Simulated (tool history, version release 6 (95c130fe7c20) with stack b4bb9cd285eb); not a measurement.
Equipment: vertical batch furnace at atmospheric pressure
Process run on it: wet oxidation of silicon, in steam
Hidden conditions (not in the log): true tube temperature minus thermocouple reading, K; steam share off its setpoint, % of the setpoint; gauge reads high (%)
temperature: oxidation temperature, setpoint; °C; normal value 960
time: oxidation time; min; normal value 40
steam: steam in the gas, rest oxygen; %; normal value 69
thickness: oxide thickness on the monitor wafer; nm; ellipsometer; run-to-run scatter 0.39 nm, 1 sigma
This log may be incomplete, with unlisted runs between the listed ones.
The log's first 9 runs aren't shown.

run	hour	temperature	time	steam	wafers since the last listed run	hours since the last temperature calibration	hours since the steam generator was serviced	hours since the gauge calibration	read-back reference wafer on the same gauge, thickness	thickness
10	259	960	40	69	226	3410.1	1222.4	852.9	191.95	181.25
11	278.5	960	49	69	259	3429.6	1241.9	872.4	192.05	209.8
12	309.5	960	49	69	412	3460.6	1272.9	903.4	191.95	210.63
13	334.5	960	40	76	332	3485.6	1297.9	928.4	192.04	195.35
14	363.6	960	40	76	387	3514.7	1327	957.5	191.85	194.92
15	379.7	960	40	76	214	3530.8	1343.1	973.6	191.85	195.87
16	465.9	960	35	69	1147	3617	1429.3	1059.8	191.96	165.27
17	488.2	960	35	69	296	3639.3	1451.6	1082.1	192.13	165.53
# hour 490.9: gauge calibrated
# hour 524.1: steam generator serviced
18	524.6	960	40	77	165	3675.7	0.5	33.7	192.16	199.07
19	533.5	938	40	69	118	3684.6	9.4	42.6	192.24	147.32
20	558.2	960	47.5	79	328	3709.3	34.1	67.3	191.95	229.53
21	584.2	960	40	57	346	3735.3	60.1	93.3	191.87	157.98
22	598.1	953	49	63	185	3749.2	74	107.2	192	185.83
23	614.7	960	27.5	80	221	3765.8	90.6	123.8	191.97	154.24

What does the tool deliver on the next run?
24	643.6	960	59	75	384	3794.7	119.5	152.7	?	?

read-back reference wafer on the same gauge, thickness: 191.99
thickness: 259.34 nm
With the hidden condition absent and the run-to-run variation left alone, this run would have shown thickness 244.81 nm.
